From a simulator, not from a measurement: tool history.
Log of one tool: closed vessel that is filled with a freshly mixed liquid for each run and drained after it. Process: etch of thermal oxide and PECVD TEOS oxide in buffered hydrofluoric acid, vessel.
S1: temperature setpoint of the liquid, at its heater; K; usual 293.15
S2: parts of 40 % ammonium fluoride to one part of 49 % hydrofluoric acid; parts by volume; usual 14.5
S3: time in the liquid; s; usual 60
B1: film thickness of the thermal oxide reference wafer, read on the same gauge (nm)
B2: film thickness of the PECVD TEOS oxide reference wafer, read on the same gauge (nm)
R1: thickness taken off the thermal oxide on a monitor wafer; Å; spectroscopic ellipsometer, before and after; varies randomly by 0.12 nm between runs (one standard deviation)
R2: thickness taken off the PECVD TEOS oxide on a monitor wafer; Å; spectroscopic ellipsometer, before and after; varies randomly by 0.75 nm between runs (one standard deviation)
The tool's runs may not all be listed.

| run | hour | S1 | S2 | S3 | B1 | B2 | R1 | R2 |
|---|---|---|---|---|---|---|---|---|
| 1 | 0 | 293.15 | 11.5 | 60 | 79.99 | 70.02 | 478 | 1123 |
|  | 4.6 | hydrofluoric acid flow meter replaced |
| 2 | 35.5 | 290.65 | 14.5 | 60 | 80 | 70.03 | 323.1 | 755.4 |
| 3 | 64.5 | 290.65 | 14.5 | 60 | 80.01 | 70 | 322.3 | 755.6 |
| 4 | 102.2 | 293.15 | 16.5 | 40 | 79.98 | 70.04 | 218.1 | 507.6 |
| 5 | 138.9 | 293.15 | 14.5 | 60 | 80 | 70 | 373.5 | 842.9 |
| 6 | 181.7 | 296.65 | 12.5 | 40 | 79.99 | 70.01 | 350.2 | 810.6 |
| 7 | 214.9 | 293.15 | 12.5 | 60 | 79.99 | 70.01 | 432.1 | 989.8 |
| 8 | 250.9 | 295.65 | 18.5 | 40 | 79.98 | 69.99 | 224.7 | 518.4 |
|  | 271.8 | gauge calibrated |
| 9 | 282.2 | 293.15 | 14.5 | 60 | 80.03 | 70 | 374.4 | 868.8 |
| 10 | 345.4 | 291.15 | 18.5 | 30 | 80.02 | 69.98 | 131.9 | 304.3 |
| 11 | 406.9 | 295.65 | 20 | 90 | 80 | 70 | 469.9 | 1093.1 |
| 12 | 455.9 | 293.15 | 14.5 | 60 | 79.99 | 69.98 | 374.9 | 849.8 |
| 13 | 513.2 | 296.15 | 19.5 | 75 | 80.01 | 70 | 413.8 | 960.1 |
| 14 | 570.4 | 294.65 | 11.5 | 75 | 80.01 | 70 | 637.6 | 1511.7 |
|  | 593.9 | hydrofluoric acid flow meter replaced |
| 15 | 598.6 | 290.15 | 14.5 | 95 | 80 | 70.02 | 493.8 | 1143.6 |
| 16 | 651.5 | 298.15 | 14.5 | 80 | 79.98 | 70.02 | 649.4 | 1485.4 |
| 17 | 689.6 | 293.15 | 14.5 | 40 | 79.99 | 70.03 | 245.4 | 570.2 |
| 18 | 756.7 | 293.15 | 14.5 | 60 | 80 | 69.98 | 369.6 | 855 |
| 19 | 782.7 | 293.15 | 14.5 | 60 | 80.01 | 69.98 | 369.1 | 859.3 |
| 20 | 838 | 290.15 | 20 | 70 | 79.98 | 69.96 | 265.4 | 612.2 |
| 21 | 925.1 | 293.15 | 18.5 | 85 | 80.01 | 69.99 | 411.6 | 959.5 |
| 22 | 988.6 | 293.15 | 16 | 60 | 80 | 70.01 | 336.9 | 773.5 |
| 23 | 1025 | 295.65 | 11 | 45 | 80.02 | 70.01 | 418.8 | 960.2 |

What will run 24 give?
| 24 | 1092.7 | 290.15 | 20 | 60 | ? | ? | ? | ? |

B1: 80.01
B2: 69.97
R1: 229.7 Å
R2: 517.4 Å
Were there no unlogged condition in the tool, this run, its random variation unchanged, would have produced R1 230.8 Å, R2 520 Å.
